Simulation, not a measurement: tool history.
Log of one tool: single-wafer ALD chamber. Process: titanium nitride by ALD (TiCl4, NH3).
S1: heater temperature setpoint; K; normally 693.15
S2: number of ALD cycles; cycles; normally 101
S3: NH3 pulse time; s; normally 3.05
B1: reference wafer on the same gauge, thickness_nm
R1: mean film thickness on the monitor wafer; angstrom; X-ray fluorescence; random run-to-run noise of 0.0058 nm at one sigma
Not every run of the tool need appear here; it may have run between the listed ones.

run	hour	S1	S2	S3	B1	R1
1	0	693.15	101	3.05	2.57	22.98
2	37.6	693.15	101	3.05	2.572	22.98
3	98.8	693.15	101	3.05	2.568	23.02
4	168.7	693.15	101	3.05	2.57	23.12
5	201.5	686.15	101	2.5	2.57	22.86
6	249.7	685.15	93	3.05	2.57	21.19
7	303	685.15	93	3.05	2.573	21.27
8	345.9	693.15	101	3.05	2.569	23.01
9	385.8	693.15	101	3.05	2.566	23
10	439.1	693.15	101	3.05	2.57	23.09
11	487	693.15	101	3.05	2.57	23.04
12	515.7	693.15	101	3.05	2.57	23.1
13	581.1	693.15	101	3.05	2.571	23.09
14	621.7	685.15	101	3.67	2.571	23.07
15	655	693.15	101	3.41	2.571	22.98
16	691	693.15	101	3.41	2.572	23.11
17	732.2	688.15	101	3.05	2.571	23.08
18	772.5	693.15	101	2.23	2.569	22.72
19	813.2	703.15	112	2.55	2.571	25.34
20	871	693.15	101	3.05	2.57	23.04
21	940.7	693.15	117	2.21	2.571	26.29
22	977.9	701.15	110	2.56	2.571	24.93
23	1143	693.15	101	3.05	2.571	23.01
24	1202.1	701.15	110	2.56	2.569	24.96
25	1254.7	693.15	101	3.05	2.571	22.96
26	1305.8	693.15	84	2.02	2.57	18.87
27	1365	701.15	110	3.73	2.57	25.33
28	1414.7	685.15	90	3.05	2.57	20.52
29	1484.9	678.15	101	3.05	2.57	22.96
30	1522	693.15	111	3.4	2.57	25.46
31	1565.9	693.15	86	3.05	2.571	19.54
32	1624.6	693.15	101	3.05	2.57	22.99
33	1693	688.15	101	3.05	2.569	23.09
34	1761.1	688.15	87	2.56	2.569	19.7
35	1805.3	706.15	109	3.05	2.568	24.76

Taken out of this log: 3 entries between the listed runs. Where each belongs, and how the hidden state differs across it:
From run 17 to run 18: showerhead replaced (hour 767)
  no hidden state differs between the two runs
From run 18 to run 19: gauge calibrated (hour 780.4)
  no hidden state differs between the two runs
From run 25 to run 26: thermocouple changed; heater temperature recalibrated (hour 1295.8)
  no hidden state differs between the two runs

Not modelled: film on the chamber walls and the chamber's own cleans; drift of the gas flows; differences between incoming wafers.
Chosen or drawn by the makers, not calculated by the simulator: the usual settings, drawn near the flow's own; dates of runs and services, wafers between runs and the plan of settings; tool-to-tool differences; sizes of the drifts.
